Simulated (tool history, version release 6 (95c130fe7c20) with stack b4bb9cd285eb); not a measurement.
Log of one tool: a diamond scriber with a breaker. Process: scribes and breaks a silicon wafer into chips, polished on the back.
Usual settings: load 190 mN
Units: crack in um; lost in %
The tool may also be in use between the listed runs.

run	hour	load	wafers since the last listed run	hours since the diamond tip was replaced	hours since the load on the tip was calibrated	incoming depth of the damage left on the back of the incoming wafer, um	crack	lost
1	0.0	190	0	1106.7	471.0	0.02	11.41	1.68
# hour 16.3: diamond tip replaced by a new one
2	46.9	190	116	30.6	517.9	0.03	11.55	1.58
3	100.2	190	138	83.9	571.2	0.01	11.39	1.75
4	147.5	190	122	131.2	618.5	0.01	11.77	1.80
5	237.6	232	234	221.3	708.6	0.02	13.26	8.55
6	302.0	190	167	285.7	773.0	0.03	11.82	2.23
7	347.2	146	117	330.9	818.2	0.02	9.82	2.90
8	446.8	146	258	430.5	917.8	0.05	9.93	2.72
# hour 461.0: load on the tip recalibrated
9	484.4	146	92	468.1	23.4	0.02	9.34	6.18
10	558.4	163	192	542.1	97.4	0.03	9.90	2.40
11	599.8	163	107	583.5	138.8	0.05	10.09	2.48
12	686.5	210	225	670.2	225.5	0.04	11.97	3.22
13	738.6	190	135	722.3	277.6	0.02	11.46	1.44
14	842.8	162	270	826.5	381.8	0.03	10.63	1.93
15	938.0	142	247	921.7	477.0	0.01	9.41	4.68
16	1032.9	190	246	1016.6	571.9	0.02	11.96	2.21
# hour 1050.5: diamond tip replaced by a new one
17	1109.9	239	194	59.4	648.9	0.02	14.05	10.47
18	1154.0	140	114	103.5	693.0	0.03	9.48	4.31
19	1237.9	157	218	187.4	776.9	0.03	10.69	1.56
20	1306.2	190	177	255.7	845.2	0.02	12.07	2.70
21	1396.7	149	235	346.2	935.7	0.02	10.36	2.01
22	1468.6	218	186	418.1	1007.6	0.04	13.51	7.64

The same runs without the tool's hidden state, with the same run-to-run variation:
The hidden state here: share of the diamond tip's cutting effectiveness lost through wear, %; deviation of the load on the tip from its setpoint, %.
run	crack	lost
1	10.90	1.28
2	10.99	1.15
3	10.78	1.20
4	11.09	1.17
5	12.39	4.55
6	10.98	1.22
7	9.08	6.49
8	9.10	6.79
9	9.22	6.94
10	9.71	3.06
11	9.84	3.32
12	11.58	2.16
13	11.03	1.18
14	10.13	3.44
15	8.88	7.91
16	11.19	1.33
17	13.06	5.63
18	8.78	8.79
19	9.82	4.21
20	11.02	1.20
21	9.38	6.07
22	12.16	2.61
